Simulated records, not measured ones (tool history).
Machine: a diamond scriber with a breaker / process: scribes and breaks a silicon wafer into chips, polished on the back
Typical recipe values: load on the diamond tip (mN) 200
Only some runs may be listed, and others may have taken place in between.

run	hour	load on the diamond tip (mN)	wafers since the last listed run	hours since the diamond tip was replaced	hours since the load on the tip was calibrated	incoming depth of the damage left on the back of the incoming wafer, um	depth of the median crack under the scribed line (µm)	chips rejected at inspection after the break (%)
1	0	230	0	94.8	1421.3	0.03	14.01	1.77
2	11.5	230	24	106.3	1432.8	0.03	13.76	1.86
3	24.6	230	27	119.4	1445.9	0.01	13.76	1.89
4	40.5	170	33	135.3	1461.8	0.01	10.93	9.63
5	55.2	170	31	150	1476.5	0.02	11.15	10.87
6	63.1	170	16	157.9	1484.4	0.04	10.94	11.07
7	75.7	200	26	170.5	1497	0.01	12.39	4.86
8	91.2	200	33	186	1512.5	0.02	12.31	4.92
9	98.6	242	15	193.4	1519.9	0.04	13.9	1.79
10	107.4	172	18	202.2	1528.7	0.02	10.85	11.77
11	124.9	172	37	219.7	1546.2	0.03	10.76	11.59
12	159.7	200	74	254.5	1581	0.02	11.92	5.83
13	173	200	28	267.8	1594.3	0.02	11.87	6.66
14	182.8	200	20	277.6	1604.1	0.05	11.78	6.33
15	199.8	172	36	294.6	1621.1	0.04	10.56	13.93
16	206.5	236	14	301.3	1627.8	0.02	13.21	2.57

Estimate the outcome of run 17 from the log above:
# hour 209: load on the tip recalibrated
17	222.1	200	28	316.9	13.1	0.05	?	?

depth of the median crack under the scribed line (µm): 13.7
chips rejected at inspection after the break (%): 1.9
With the hidden condition absent and the run-to-run variation left alone, this run would have shown depth of the median crack under the scribed line (µm) 14.21, chips rejected at inspection after the break (%) 1.72.
